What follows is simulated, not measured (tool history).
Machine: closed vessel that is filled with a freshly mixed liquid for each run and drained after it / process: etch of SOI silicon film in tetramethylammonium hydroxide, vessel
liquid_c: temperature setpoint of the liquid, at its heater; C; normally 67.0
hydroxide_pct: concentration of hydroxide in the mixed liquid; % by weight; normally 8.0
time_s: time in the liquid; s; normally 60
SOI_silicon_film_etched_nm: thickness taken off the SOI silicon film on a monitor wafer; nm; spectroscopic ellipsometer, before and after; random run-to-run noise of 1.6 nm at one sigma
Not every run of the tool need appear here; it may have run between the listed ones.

run	day	liquid_c	hydroxide_pct	time_s	wafers since the last listed run	hours since the thermometer was replaced	hours since the hydroxide flow meter was replaced	hours since the gauge calibration	read-back film thickness of the SOI silicon film reference wafer, read on the same gauge (nm)	SOI_silicon_film_etched_nm
1	0.000	67.0	8.0	45	0	2652.3	517.5	195.5	118.57	261.82
2	1.167	67.0	8.0	60	3810	2680.3	545.5	223.5	118.48	353.12
3	2.000	67.0	8.0	60	2722	2700.3	565.5	243.5	118.41	350.72
4	6.162	67.0	6.5	60	13596	2800.2	665.4	343.4	118.27	373.11
5	7.088	67.0	6.5	60	3021	2822.4	687.6	365.6	118.23	373.23
6	7.733	67.0	6.5	60	2109	2837.9	703.1	381.1	118.23	370.52
7	8.312	67.0	8.0	60	1891	2851.8	717.0	395.0	118.27	349.54
# day 8.612: gauge calibrated
# day 9.204: hydroxide flow meter replaced
8	9.279	67.0	8.0	60	3021	2875.0	1.8	16.0	119.45	353.68
9	10.417	67.0	8.0	60	3715	2902.3	29.1	43.3	119.14	352.91
10	11.621	67.0	8.0	60	3933	2931.2	58.0	72.2	118.87	349.13
11	12.721	67.0	8.0	60	3593	2957.6	84.4	98.6	118.60	350.40
12	13.546	67.0	8.0	60	2694	2977.4	104.2	118.4	118.54	351.02
13	14.175	63.5	8.0	80	2055	2992.5	119.3	133.5	118.38	378.79
14	14.846	67.0	8.0	60	2191	3008.6	135.4	149.6	118.37	351.26
15	15.542	64.5	10.5	35	2272	3025.3	152.1	166.3	118.21	160.21
16	16.496	59.5	8.0	70	3116	3048.2	175.0	189.2	118.18	261.01
17	17.492	67.0	9.5	60	3252	3072.1	198.9	213.1	118.12	328.76
18	18.475	67.0	6.5	75	3211	3095.7	222.5	236.7	117.99	467.91
19	19.317	60.0	6.0	80	2749	3115.9	242.7	256.9	117.98	328.70
20	20.608	67.0	8.0	60	4219	3146.9	273.7	287.9	117.89	349.86
# day 21.100: thermometer replaced
21	22.029	67.0	8.0	60	4504	22.3	307.8	322.0	117.84	349.78
22	23.512	62.5	10.0	85	4845	57.9	343.4	357.6	117.80	347.42
23	24.800	64.5	10.5	35	4205	88.8	374.3	388.5	117.82	160.13
# day 24.812: gauge calibrated
24	26.125	62.0	8.0	90	4328	120.6	406.1	31.5	119.53	393.08
25	27.442	67.0	7.0	95	4300	152.2	437.7	63.1	119.20	586.18

Forecast each of these 3 alternatives for the next run:
A	27.471	67.0	8.0	75	95	152.9	438.4	63.8	?	?
B	27.471	67.0	10.0	90	95	152.9	438.4	63.8	?	?
C	27.471	67.0	9.5	85	95	152.9	438.4	63.8	?	?

run	read-back film thickness of the SOI silicon film reference wafer, read on the same gauge (nm)	SOI_silicon_film_etched_nm
A	119.17	440.54
B	119.17	487.56
C	119.17	470.18
With the hidden condition removed and each run's random variation left untouched, the same runs would have given:
run	SOI_silicon_film_etched_nm
A	443.59
B	490.94
C	473.43

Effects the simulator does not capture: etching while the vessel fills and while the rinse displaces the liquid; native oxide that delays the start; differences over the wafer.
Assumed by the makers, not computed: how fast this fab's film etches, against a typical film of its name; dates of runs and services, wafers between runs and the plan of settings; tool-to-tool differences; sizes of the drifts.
